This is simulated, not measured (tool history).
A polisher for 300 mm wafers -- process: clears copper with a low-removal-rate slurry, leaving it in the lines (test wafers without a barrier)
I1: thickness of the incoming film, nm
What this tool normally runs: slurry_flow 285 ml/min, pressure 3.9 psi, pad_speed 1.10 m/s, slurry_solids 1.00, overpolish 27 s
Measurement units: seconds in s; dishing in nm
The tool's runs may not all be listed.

{"run": 1, "hour": 0.0, "slurry_flow": 285, "pressure": 3.9, "pad_speed": 1.1, "slurry_solids": 1.0, "overpolish": 27, "I1": 391.7, "seconds": 96.9, "dishing": 45.3}
{"run": 2, "hour": 50.7, "slurry_flow": 285, "pressure": 3.9, "pad_speed": 1.1, "slurry_solids": 1.0, "overpolish": 27, "I1": 393.9, "seconds": 99.2, "dishing": 45.0}
{"run": 3, "hour": 109.8, "slurry_flow": 285, "pressure": 3.9, "pad_speed": 1.1, "slurry_solids": 1.0, "overpolish": 27, "I1": 391.3, "seconds": 97.4, "dishing": 45.6}
{"run": 4, "hour": 159.2, "slurry_flow": 285, "pressure": 3.9, "pad_speed": 1.1, "slurry_solids": 1.0, "overpolish": 27, "I1": 388.2, "seconds": 99.1, "dishing": 45.9}
{"run": 5, "hour": 222.0, "slurry_flow": 285, "pressure": 3.9, "pad_speed": 1.1, "slurry_solids": 1.0, "overpolish": 27, "I1": 387.7, "seconds": 98.1, "dishing": 44.9}
{"run": 6, "hour": 263.6, "slurry_flow": 320, "pressure": 2.6, "pad_speed": 1.1, "slurry_solids": 1.15, "overpolish": 27, "I1": 392.7, "seconds": 140.1, "dishing": 37.7}
{"hour": 270.8, "done": "slurry blender recalibrated"}
{"run": 7, "hour": 345.8, "slurry_flow": 330, "pressure": 2.9, "pad_speed": 1.3, "slurry_solids": 1.0, "overpolish": 14, "I1": 395.0, "seconds": 112.7, "dishing": 28.8}
{"run": 8, "hour": 388.1, "slurry_flow": 285, "pressure": 3.9, "pad_speed": 0.92, "slurry_solids": 1.2, "overpolish": 27, "I1": 389.4, "seconds": 116.9, "dishing": 42.3}
{"hour": 444.2, "done": "slurry nozzle cleaned"}
{"run": 9, "hour": 472.9, "slurry_flow": 255, "pressure": 5.0, "pad_speed": 1.1, "slurry_solids": 0.75, "overpolish": 27, "I1": 390.9, "seconds": 82.5, "dishing": 49.4}
{"hour": 498.1, "done": "worn pad replaced by a new one"}
{"run": 10, "hour": 545.6, "slurry_flow": 285, "pressure": 3.9, "pad_speed": 0.86, "slurry_solids": 1.0, "overpolish": 14, "I1": 392.5, "seconds": 123.0, "dishing": 26.8}
{"run": 11, "hour": 630.5, "slurry_flow": 375, "pressure": 3.9, "pad_speed": 1.1, "slurry_solids": 1.1, "overpolish": 20, "I1": 388.1, "seconds": 94.0, "dishing": 40.9}
{"run": 12, "hour": 718.7, "slurry_flow": 355, "pressure": 3.9, "pad_speed": 1.32, "slurry_solids": 1.1, "overpolish": 16, "I1": 388.3, "seconds": 80.1, "dishing": 40.3}
{"run": 13, "hour": 822.5, "slurry_flow": 200, "pressure": 3.9, "pad_speed": 0.94, "slurry_solids": 1.0, "overpolish": 27, "I1": 386.5, "seconds": 118.4, "dishing": 41.9}
{"hour": 946.1, "done": "slurry blender recalibrated"}
{"hour": 986.7, "done": "head pressure recalibrated"}
{"run": 14, "hour": 1115.5, "slurry_flow": 285, "pressure": 5.2, "pad_speed": 1.1, "slurry_solids": 1.0, "overpolish": 27, "I1": 392.1, "seconds": 78.0, "dishing": 51.0}
{"run": 15, "hour": 1163.7, "slurry_flow": 285, "pressure": 3.3, "pad_speed": 1.1, "slurry_solids": 1.0, "overpolish": 21, "I1": 389.3, "seconds": 119.4, "dishing": 35.6}
{"hour": 1241.8, "done": "worn pad replaced by a new one"}
{"hour": 1247.1, "done": "slurry nozzle cleaned"}
{"run": 16, "hour": 1247.6, "slurry_flow": 255, "pressure": 3.0, "pad_speed": 0.84, "slurry_solids": 1.0, "overpolish": 39, "I1": 387.7, "seconds": 161.3, "dishing": 42.1}
{"run": 17, "hour": 1301.4, "slurry_flow": 285, "pressure": 3.9, "pad_speed": 1.1, "slurry_solids": 1.0, "overpolish": 27, "I1": 393.5, "seconds": 97.5, "dishing": 47.0}
{"run": 18, "hour": 1345.4, "slurry_flow": 285, "pressure": 3.9, "pad_speed": 0.92, "slurry_solids": 1.2, "overpolish": 27, "I1": 386.4, "seconds": 110.4, "dishing": 43.5}
{"run": 19, "hour": 1427.3, "slurry_flow": 205, "pressure": 3.9, "pad_speed": 0.84, "slurry_solids": 0.75, "overpolish": 27, "I1": 389.2, "seconds": 141.5, "dishing": 37.4}
{"run": 20, "hour": 1527.1, "slurry_flow": 285, "pressure": 3.9, "pad_speed": 1.24, "slurry_solids": 1.0, "overpolish": 27, "I1": 387.6, "seconds": 85.4, "dishing": 48.5}
{"run": 21, "hour": 1575.4, "slurry_flow": 285, "pressure": 3.9, "pad_speed": 1.1, "slurry_solids": 1.0, "overpolish": 27, "I1": 396.1, "seconds": 99.7, "dishing": 45.5}
{"run": 22, "hour": 1666.2, "slurry_flow": 285, "pressure": 4.5, "pad_speed": 1.1, "slurry_solids": 1.0, "overpolish": 39, "I1": 385.4, "seconds": 86.2, "dishing": 54.3}
{"hour": 1718.2, "done": "slurry blender recalibrated"}
{"run": 23, "hour": 1761.6, "slurry_flow": 235, "pressure": 3.9, "pad_speed": 1.1, "slurry_solids": 1.25, "overpolish": 27, "I1": 388.7, "seconds": 95.9, "dishing": 44.6}
{"run": 24, "hour": 1843.6, "slurry_flow": 285, "pressure": 2.7, "pad_speed": 0.8, "slurry_solids": 1.25, "overpolish": 33, "I1": 395.9, "seconds": 183.8, "dishing": 36.1}
{"run": 25, "hour": 1921.8, "slurry_flow": 285, "pressure": 3.9, "pad_speed": 1.34, "slurry_solids": 1.0, "overpolish": 35, "I1": 387.5, "seconds": 83.0, "dishing": 53.6}
{"hour": 1926.3, "done": "worn pad replaced by a new one"}
{"run": 26, "hour": 1964.0, "slurry_flow": 285, "pressure": 3.9, "pad_speed": 1.1, "slurry_solids": 1.0, "overpolish": 27, "I1": 392.8, "seconds": 105.3, "dishing": 44.3}
{"hour": 1987.8, "done": "slurry nozzle cleaned"}
{"hour": 2025.0, "done": "head pressure recalibrated"}
{"run": 27, "hour": 2055.6, "slurry_flow": 285, "pressure": 3.9, "pad_speed": 1.32, "slurry_solids": 1.2, "overpolish": 38, "I1": 383.6, "seconds": 77.8, "dishing": 54.4}
{"run": 28, "hour": 2109.0, "slurry_flow": 285, "pressure": 4.6, "pad_speed": 1.1, "slurry_solids": 1.0, "overpolish": 40, "I1": 391.6, "seconds": 85.6, "dishing": 55.6}
{"run": 29, "hour": 2156.8, "slurry_flow": 285, "pressure": 3.9, "pad_speed": 1.1, "slurry_solids": 1.0, "overpolish": 27, "I1": 382.7, "seconds": 96.3, "dishing": 45.9}

What if the next run were any one of these 3? Each begins from the tool's condition after run 29:
{"run": "A", "hour": 2157.3, "slurry_flow": 285, "pressure": 3.9, "pad_speed": 0.96, "slurry_solids": 1.0, "overpolish": 27, "I1": 395.0, "seconds": "?", "dishing": "?"}
{"run": "B", "hour": 2157.3, "slurry_flow": 210, "pressure": 5.1, "pad_speed": 1.1, "slurry_solids": 1.0, "overpolish": 27, "I1": 395.0, "seconds": "?", "dishing": "?"}
{"run": "C", "hour": 2157.3, "slurry_flow": 285, "pressure": 3.9, "pad_speed": 1.1, "slurry_solids": 1.25, "overpolish": 27, "I1": 395.0, "seconds": "?", "dishing": "?"}

run=A seconds=112.6 dishing=43.1
run=B seconds=79.6 dishing=50.6
run=C seconds=93.9 dishing=46.8
Stripped of hidden state, with their random variation kept, the same runs would have yielded:
run=A seconds=111.6 dishing=43.2
run=B seconds=78.6 dishing=50.8
run=C seconds=93.1 dishing=47.0
